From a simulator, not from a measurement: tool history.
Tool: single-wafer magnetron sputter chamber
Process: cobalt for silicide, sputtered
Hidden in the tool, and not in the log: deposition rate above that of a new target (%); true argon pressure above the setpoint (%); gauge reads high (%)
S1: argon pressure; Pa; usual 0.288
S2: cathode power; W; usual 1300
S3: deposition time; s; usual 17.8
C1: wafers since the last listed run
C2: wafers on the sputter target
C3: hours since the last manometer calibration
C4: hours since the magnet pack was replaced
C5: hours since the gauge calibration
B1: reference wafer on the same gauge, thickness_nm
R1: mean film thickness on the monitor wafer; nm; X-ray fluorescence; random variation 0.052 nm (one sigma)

| run | hour | S1 | S2 | S3 | C1 | C2 | C3 | C4 | C5 | B1 | R1 |
|---|---|---|---|---|---|---|---|---|---|---|---|
| 1 | 0.0 | 0.252 | 1050 | 17.8 | 0 | 4648 | 1570.9 | 5301.1 | 236.2 | 13.699 | 9.462 |
|  | 21.0 | sputter target and shields replaced |
| 2 | 32.3 | 0.288 | 1300 | 17.8 | 624 | 289 | 1603.2 | 5333.4 | 268.5 | 13.693 | 11.894 |
| 3 | 92.0 | 0.288 | 1300 | 17.8 | 1533 | 1822 | 1662.9 | 5393.1 | 328.2 | 13.692 | 11.646 |
| 4 | 118.8 | 0.288 | 1300 | 17.8 | 688 | 2510 | 1689.7 | 5419.9 | 355.0 | 13.701 | 11.563 |
| 5 | 186.0 | 0.288 | 1300 | 17.8 | 1725 | 4236 | 1756.9 | 5487.1 | 422.2 | 13.698 | 11.500 |
|  | 236.7 | sputter target and shields replaced |
| 6 | 244.6 | 0.288 | 1300 | 17.8 | 1299 | 201 | 1815.5 | 5545.7 | 480.8 | 13.707 | 11.780 |
| 7 | 274.3 | 0.288 | 1300 | 17.8 | 762 | 964 | 1845.2 | 5575.4 | 510.5 | 13.702 | 11.652 |
| 8 | 322.7 | 0.372 | 1300 | 16.1 | 1243 | 2207 | 1893.6 | 5623.8 | 558.9 | 13.694 | 9.947 |
| 9 | 358.8 | 0.372 | 1300 | 16.1 | 927 | 3134 | 1929.7 | 5659.9 | 595.0 | 13.697 | 9.958 |
| 10 | 386.9 | 0.288 | 1300 | 17.8 | 721 | 3856 | 1957.8 | 5688.0 | 623.1 | 13.714 | 11.493 |
| 11 | 412.1 | 0.288 | 1300 | 17.8 | 647 | 4503 | 1983.0 | 5713.2 | 648.3 | 13.694 | 11.478 |
|  | 476.0 | sputter target and shields replaced |
|  | 476.4 | gauge calibrated |
| 12 | 481.5 | 0.288 | 1300 | 17.8 | 1576 | 140 | 2052.4 | 5782.6 | 5.1 | 13.693 | 11.949 |
|  | 552.4 | magnet pack replaced |
| 13 | 552.9 | 0.393 | 1200 | 17.8 | 1628 | 1769 | 2123.8 | 0.5 | 76.5 | 13.707 | 10.137 |
|  | 567.6 | capacitance manometer re-zeroed and calibrated |
| 14 | 611.9 | 0.362 | 1300 | 18.9 | 1309 | 3079 | 44.3 | 59.5 | 135.5 | 13.693 | 11.749 |
| 15 | 660.4 | 0.288 | 1300 | 17.8 | 1245 | 4324 | 92.8 | 108.0 | 184.0 | 13.703 | 11.491 |

Forecast run 16:
|  | 703.3 | sputter target and shields replaced |
| 16 | 718.0 | 0.288 | 1200 | 20.7 | 1273 | 376 | 150.4 | 165.6 | 241.6 | ? | ? |

B1: 13.701
R1: 12.690 nm
Without the tool's hidden state the same run would have given R1 12.810 nm.
